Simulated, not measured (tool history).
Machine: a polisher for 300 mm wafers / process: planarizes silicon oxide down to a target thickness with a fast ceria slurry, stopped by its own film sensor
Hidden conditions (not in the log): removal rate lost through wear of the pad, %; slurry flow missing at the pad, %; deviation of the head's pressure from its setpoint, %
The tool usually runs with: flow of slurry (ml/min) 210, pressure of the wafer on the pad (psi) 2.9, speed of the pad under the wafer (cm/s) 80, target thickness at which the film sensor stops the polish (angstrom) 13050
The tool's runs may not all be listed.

run	hour	flow of slurry (ml/min)	pressure of the wafer on the pad (psi)	speed of the pad under the wafer (cm/s)	target thickness at which the film sensor stops the polish (angstrom)	wafers since the last listed run	wafers polished on this pad	hours since the slurry nozzle was cleaned	hours since the head pressure was calibrated	incoming thickness of the incoming film, nm	time until the film sensor stopped the polish (s)
1	0.0	210	2.9	80	14510	0	998	375.5	782.0	2146.8	48.6
2	32.8	210	2.9	80	14510	470	1469	408.3	814.8	2175.6	51.2
# hour 50.1: worn pad replaced by a new one
3	50.6	210	2.9	80	13050	198	7	426.1	832.6	2212.6	60.7
4	138.2	210	2.9	80	13050	1257	1264	513.7	920.2	2164.5	58.1
# hour 164.5: worn pad replaced by a new one
5	168.2	210	2.9	80	13050	373	53	543.7	950.2	2168.8	62.1
6	189.0	210	2.9	80	13050	298	351	564.5	971.0	2199.7	66.4
7	212.9	210	2.9	80	13050	343	694	588.4	994.9	2211.4	69.0
8	234.4	210	2.9	80	13050	308	1003	609.9	1016.4	2173.8	66.6
# hour 260.8: worn pad replaced by a new one, repeated, since the last time left the tool worse
9	262.1	210	2.9	80	13050	340	18	637.6	1044.1	2207.6	60.6
10	293.1	210	2.9	80	13050	444	463	668.6	1075.1	2135.9	56.6
11	312.4	210	2.9	80	13050	276	740	687.9	1094.4	2204.6	60.4
# hour 339.0: slurry nozzle cleaned
# hour 371.3: worn pad replaced by a new one
12	374.3	175	2.9	80	14330	816	43	35.3	1156.3	2220.5	53.4
13	408.0	210	3.7	102	14140	483	527	69.0	1190.0	2182.3	35.4
14	425.2	285	3.8	80	14430	246	773	86.2	1207.2	2220.7	39.6
# hour 435.1: head pressure recalibrated
15	442.1	210	2.9	80	13050	213	987	103.1	7.0	2167.6	60.9
16	458.6	210	2.9	80	13050	236	1224	119.6	23.5	2161.1	60.7
# hour 481.8: worn pad replaced by a new one
17	482.3	150	3.8	80	13050	282	6	143.3	47.2	2172.6	45.0
18	497.3	210	2.3	80	10860	215	221	158.3	62.2	2149.0	89.4
19	526.6	155	2.9	80	11660	420	642	187.6	91.5	2171.5	70.4
20	541.0	210	2.9	80	13050	206	848	202.0	105.9	2153.6	59.0
21	563.1	270	3.3	90	13050	317	1166	224.1	128.0	2169.7	49.2
22	590.0	210	3.7	102	14140	386	1552	251.0	154.9	2154.0	34.7

What if the next run were any one of these 5? Each begins from the tool's condition after run 22:
A	590.4	210	2.9	80	13050	5	1558	251.4	155.3	2194.0	?
B	590.4	175	2.4	80	11380	5	1558	251.4	155.3	2194.0	?
C	590.4	265	2.6	94	16020	5	1558	251.4	155.3	2194.0	?
D	590.4	210	2.4	80	13900	5	1558	251.4	155.3	2194.0	?
E	590.4	210	2.4	80	13050	5	1558	251.4	155.3	2194.0	?

run	time until the film sensor stopped the polish (s)
A	62.4
B	90.7
C	40.8
D	67.9
E	75.1
The same runs, with their run-to-run variation unchanged, on a tool lacking any hidden condition would have given:
run	time until the film sensor stopped the polish (s)
A	58.4
B	84.9
C	38.2
D	63.5
E	70.3
